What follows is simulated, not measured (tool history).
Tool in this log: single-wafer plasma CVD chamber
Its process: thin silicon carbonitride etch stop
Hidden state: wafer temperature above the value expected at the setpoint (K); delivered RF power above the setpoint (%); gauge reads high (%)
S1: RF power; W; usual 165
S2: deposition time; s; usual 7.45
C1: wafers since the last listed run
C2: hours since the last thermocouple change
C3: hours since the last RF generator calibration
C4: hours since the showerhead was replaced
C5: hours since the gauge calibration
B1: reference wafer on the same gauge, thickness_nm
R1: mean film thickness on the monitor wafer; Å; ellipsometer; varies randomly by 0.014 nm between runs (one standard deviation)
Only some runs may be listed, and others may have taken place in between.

{"run": 1, "hour": 0.0, "S1": 165, "S2": 7.45, "C1": 0, "C2": 2268.2, "C3": 1890.6, "C4": 3963.3, "C5": 322.9, "B1": 4.218, "R1": 42.49}
{"run": 2, "hour": 34.8, "S1": 165, "S2": 7.45, "C1": 790, "C2": 2303, "C3": 1925.4, "C4": 3998.1, "C5": 357.7, "B1": 4.221, "R1": 42.47}
{"run": 3, "hour": 72.5, "S1": 165, "S2": 7.45, "C1": 856, "C2": 2340.7, "C3": 1963.1, "C4": 4035.8, "C5": 395.4, "B1": 4.221, "R1": 41.97}
{"run": 4, "hour": 100.6, "S1": 175, "S2": 6.32, "C1": 638, "C2": 2368.8, "C3": 1991.2, "C4": 4063.9, "C5": 423.5, "B1": 4.219, "R1": 36.93}
{"run": 5, "hour": 135.8, "S1": 175, "S2": 6.32, "C1": 799, "C2": 2404, "C3": 2026.4, "C4": 4099.1, "C5": 458.7, "B1": 4.224, "R1": 36.92}
{"run": 6, "hour": 167.6, "S1": 165, "S2": 7.45, "C1": 722, "C2": 2435.8, "C3": 2058.2, "C4": 4130.9, "C5": 490.5, "B1": 4.22, "R1": 42.24}
{"run": 7, "hour": 193.9, "S1": 165, "S2": 7.45, "C1": 597, "C2": 2462.1, "C3": 2084.5, "C4": 4157.2, "C5": 516.8, "B1": 4.217, "R1": 42.27}
{"run": 8, "hour": 259.3, "S1": 165, "S2": 6.69, "C1": 1485, "C2": 2527.5, "C3": 2149.9, "C4": 4222.6, "C5": 582.2, "B1": 4.224, "R1": 37.83}
{"hour": 295.9, "done": "thermocouple changed; heater temperature recalibrated"}
{"run": 9, "hour": 330.3, "S1": 165, "S2": 7.45, "C1": 1430, "C2": 34.4, "C3": 2220.9, "C4": 4293.6, "C5": 653.2, "B1": 4.218, "R1": 42.22}
{"run": 10, "hour": 379.3, "S1": 165, "S2": 6.42, "C1": 1112, "C2": 83.4, "C3": 2269.9, "C4": 4342.6, "C5": 702.2, "B1": 4.222, "R1": 36.45}
{"run": 11, "hour": 427.7, "S1": 195, "S2": 6.92, "C1": 1099, "C2": 131.8, "C3": 2318.3, "C4": 4391, "C5": 750.6, "B1": 4.223, "R1": 42.5}
{"hour": 451.5, "done": "gauge calibrated"}
{"run": 12, "hour": 455.1, "S1": 140, "S2": 8.64, "C1": 622, "C2": 159.2, "C3": 2345.7, "C4": 4418.4, "C5": 3.6, "B1": 4.219, "R1": 45.37}
{"hour": 480.1, "done": "RF generator calibrated"}
{"run": 13, "hour": 514.5, "S1": 150, "S2": 8.4, "C1": 1167, "C2": 218.6, "C3": 34.4, "C4": 4477.8, "C5": 63, "B1": 4.221, "R1": 45.83}
{"hour": 586.5, "done": "showerhead replaced"}
{"run": 14, "hour": 587.0, "S1": 175, "S2": 8.62, "C1": 1464, "C2": 291.1, "C3": 106.9, "C4": 0.5, "C5": 135.5, "B1": 4.221, "R1": 49.99}
{"run": 15, "hour": 626.7, "S1": 165, "S2": 6.69, "C1": 901, "C2": 330.8, "C3": 146.6, "C4": 40.2, "C5": 175.2, "B1": 4.226, "R1": 38.07}
{"run": 16, "hour": 691.9, "S1": 145, "S2": 6.38, "C1": 1480, "C2": 396, "C3": 211.8, "C4": 105.4, "C5": 240.4, "B1": 4.219, "R1": 34.09}
{"run": 17, "hour": 816.5, "S1": 165, "S2": 7.45, "C1": 2829, "C2": 520.6, "C3": 336.4, "C4": 230, "C5": 365, "B1": 4.219, "R1": 42.57}

What was the tool's hidden state at every run in the log?
wafer temperature above the value expected at the setpoint (K): 0 at every run
delivered RF power above the setpoint (%): 0 at every run
gauge reads high (%): 0 at every run
